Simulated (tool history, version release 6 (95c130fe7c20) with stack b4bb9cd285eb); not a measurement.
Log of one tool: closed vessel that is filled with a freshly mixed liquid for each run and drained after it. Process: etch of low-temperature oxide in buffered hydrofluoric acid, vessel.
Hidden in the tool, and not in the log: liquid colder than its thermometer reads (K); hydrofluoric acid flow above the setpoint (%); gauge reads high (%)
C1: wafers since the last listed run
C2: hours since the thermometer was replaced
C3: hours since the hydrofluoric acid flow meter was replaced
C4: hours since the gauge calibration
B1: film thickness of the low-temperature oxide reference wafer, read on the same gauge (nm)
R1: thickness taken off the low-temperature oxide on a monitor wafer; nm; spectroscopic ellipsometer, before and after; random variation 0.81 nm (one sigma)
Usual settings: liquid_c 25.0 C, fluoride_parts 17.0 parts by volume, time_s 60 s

{"run": 1, "hour": 0.0, "liquid_c": 22.5, "fluoride_parts": 17.0, "time_s": 35, "C1": 0, "C2": 2749.5, "C3": 978.6, "C4": 60.2, "B1": 50.02, "R1": 71.78}
{"run": 2, "hour": 10.1, "liquid_c": 22.5, "fluoride_parts": 17.0, "time_s": 35, "C1": 657, "C2": 2759.6, "C3": 988.7, "C4": 70.3, "B1": 49.98, "R1": 71.81}
{"run": 3, "hour": 26.8, "liquid_c": 25.0, "fluoride_parts": 17.0, "time_s": 60, "C1": 1087, "C2": 2776.3, "C3": 1005.4, "C4": 87.0, "B1": 50.02, "R1": 140.75}
{"run": 4, "hour": 41.3, "liquid_c": 25.0, "fluoride_parts": 17.0, "time_s": 60, "C1": 944, "C2": 2790.8, "C3": 1019.9, "C4": 101.5, "B1": 50.02, "R1": 141.84}
{"run": 5, "hour": 50.0, "liquid_c": 25.0, "fluoride_parts": 17.0, "time_s": 60, "C1": 566, "C2": 2799.5, "C3": 1028.6, "C4": 110.2, "B1": 50.0, "R1": 142.01}
{"run": 6, "hour": 62.9, "liquid_c": 25.0, "fluoride_parts": 17.0, "time_s": 60, "C1": 840, "C2": 2812.4, "C3": 1041.5, "C4": 123.1, "B1": 50.04, "R1": 141.69}
{"run": 7, "hour": 75.7, "liquid_c": 25.0, "fluoride_parts": 17.0, "time_s": 60, "C1": 833, "C2": 2825.2, "C3": 1054.3, "C4": 135.9, "B1": 49.98, "R1": 140.2}
{"run": 8, "hour": 91.3, "liquid_c": 25.0, "fluoride_parts": 17.0, "time_s": 60, "C1": 1016, "C2": 2840.8, "C3": 1069.9, "C4": 151.5, "B1": 50.0, "R1": 141.72}
{"hour": 110.9, "done": "hydrofluoric acid flow meter replaced"}
{"hour": 113.3, "done": "gauge calibrated"}
{"run": 9, "hour": 124.1, "liquid_c": 25.0, "fluoride_parts": 14.0, "time_s": 60, "C1": 2071, "C2": 2873.6, "C3": 13.2, "C4": 10.8, "B1": 50.03, "R1": 153.29}
{"run": 10, "hour": 140.0, "liquid_c": 25.0, "fluoride_parts": 14.0, "time_s": 60, "C1": 1035, "C2": 2889.5, "C3": 29.1, "C4": 26.7, "B1": 49.99, "R1": 153.81}
{"run": 11, "hour": 154.3, "liquid_c": 25.0, "fluoride_parts": 17.0, "time_s": 60, "C1": 931, "C2": 2903.8, "C3": 43.4, "C4": 41.0, "B1": 50.0, "R1": 127.25}
{"run": 12, "hour": 170.2, "liquid_c": 25.0, "fluoride_parts": 17.0, "time_s": 60, "C1": 1035, "C2": 2919.7, "C3": 59.3, "C4": 56.9, "B1": 50.02, "R1": 126.36}
{"run": 13, "hour": 181.7, "liquid_c": 21.5, "fluoride_parts": 22.0, "time_s": 90, "C1": 749, "C2": 2931.2, "C3": 70.8, "C4": 68.4, "B1": 49.98, "R1": 125.12}
{"run": 14, "hour": 199.7, "liquid_c": 20.5, "fluoride_parts": 11.0, "time_s": 60, "C1": 1172, "C2": 2949.2, "C3": 88.8, "C4": 86.4, "B1": 50.0, "R1": 153.14}
{"run": 15, "hour": 216.2, "liquid_c": 25.0, "fluoride_parts": 17.0, "time_s": 60, "C1": 1074, "C2": 2965.7, "C3": 105.3, "C4": 102.9, "B1": 50.01, "R1": 127.51}
{"run": 16, "hour": 222.4, "liquid_c": 23.0, "fluoride_parts": 17.0, "time_s": 60, "C1": 403, "C2": 2971.9, "C3": 111.5, "C4": 109.1, "B1": 50.01, "R1": 114.8}
{"hour": 226.9, "done": "thermometer replaced"}
{"run": 17, "hour": 240.0, "liquid_c": 21.5, "fluoride_parts": 22.0, "time_s": 90, "C1": 1081, "C2": 13.1, "C3": 129.1, "C4": 126.7, "B1": 49.99, "R1": 125.78}
{"run": 18, "hour": 251.2, "liquid_c": 28.5, "fluoride_parts": 17.0, "time_s": 75, "C1": 729, "C2": 24.3, "C3": 140.3, "C4": 137.9, "B1": 50.0, "R1": 191.41}
{"run": 19, "hour": 258.2, "liquid_c": 21.0, "fluoride_parts": 21.0, "time_s": 85, "C1": 455, "C2": 31.3, "C3": 147.3, "C4": 144.9, "B1": 50.0, "R1": 119.06}
{"run": 20, "hour": 275.5, "liquid_c": 20.5, "fluoride_parts": 11.5, "time_s": 75, "C1": 1126, "C2": 48.6, "C3": 164.6, "C4": 162.2, "B1": 50.0, "R1": 184.64}
{"run": 21, "hour": 282.5, "liquid_c": 25.0, "fluoride_parts": 17.0, "time_s": 30, "C1": 455, "C2": 55.6, "C3": 171.6, "C4": 169.2, "B1": 50.02, "R1": 64.58}
{"run": 22, "hour": 291.5, "liquid_c": 25.0, "fluoride_parts": 17.0, "time_s": 60, "C1": 586, "C2": 64.6, "C3": 180.6, "C4": 178.2, "B1": 49.99, "R1": 127.46}
{"run": 23, "hour": 307.6, "liquid_c": 25.0, "fluoride_parts": 19.0, "time_s": 30, "C1": 1048, "C2": 80.7, "C3": 196.7, "C4": 194.3, "B1": 50.0, "R1": 57.09}
{"hour": 325.3, "done": "gauge calibrated"}
{"run": 24, "hour": 325.3, "liquid_c": 25.0, "fluoride_parts": 17.0, "time_s": 60, "C1": 1152, "C2": 98.4, "C3": 214.4, "C4": 0.0, "B1": 49.98, "R1": 129.36}
{"run": 25, "hour": 340.9, "liquid_c": 25.0, "fluoride_parts": 17.0, "time_s": 60, "C1": 1016, "C2": 114.0, "C3": 230.0, "C4": 15.6, "B1": 50.0, "R1": 129.65}

Forecast each of these 5 alternatives for the next run:
{"run": "A", "hour": 341.6, "liquid_c": 25.0, "fluoride_parts": 17.0, "time_s": 60, "C1": 45, "C2": 114.7, "C3": 230.7, "C4": 16.3, "B1": "?", "R1": "?"}
{"run": "B", "hour": 341.6, "liquid_c": 23.0, "fluoride_parts": 23.5, "time_s": 45, "C1": 45, "C2": 114.7, "C3": 230.7, "C4": 16.3, "B1": "?", "R1": "?"}
{"run": "C", "hour": 341.6, "liquid_c": 27.5, "fluoride_parts": 14.5, "time_s": 30, "C1": 45, "C2": 114.7, "C3": 230.7, "C4": 16.3, "B1": "?", "R1": "?"}
{"run": "D", "hour": 341.6, "liquid_c": 25.0, "fluoride_parts": 17.0, "time_s": 75, "C1": 45, "C2": 114.7, "C3": 230.7, "C4": 16.3, "B1": "?", "R1": "?"}
{"run": "E", "hour": 341.6, "liquid_c": 22.0, "fluoride_parts": 17.0, "time_s": 60, "C1": 45, "C2": 114.7, "C3": 230.7, "C4": 16.3, "B1": "?", "R1": "?"}

run=A B1=50.04 R1=128.89
run=B B1=50.04 R1=65.56
run=C B1=50.04 R1=86.20
run=D B1=50.04 R1=161.11
run=E B1=50.04 R1=109.34
Without the tool's hidden state the same runs would have given:
run=A R1=125.66
run=B R1=64.41
run=C R1=84.05
run=D R1=157.07
run=E R1=106.59
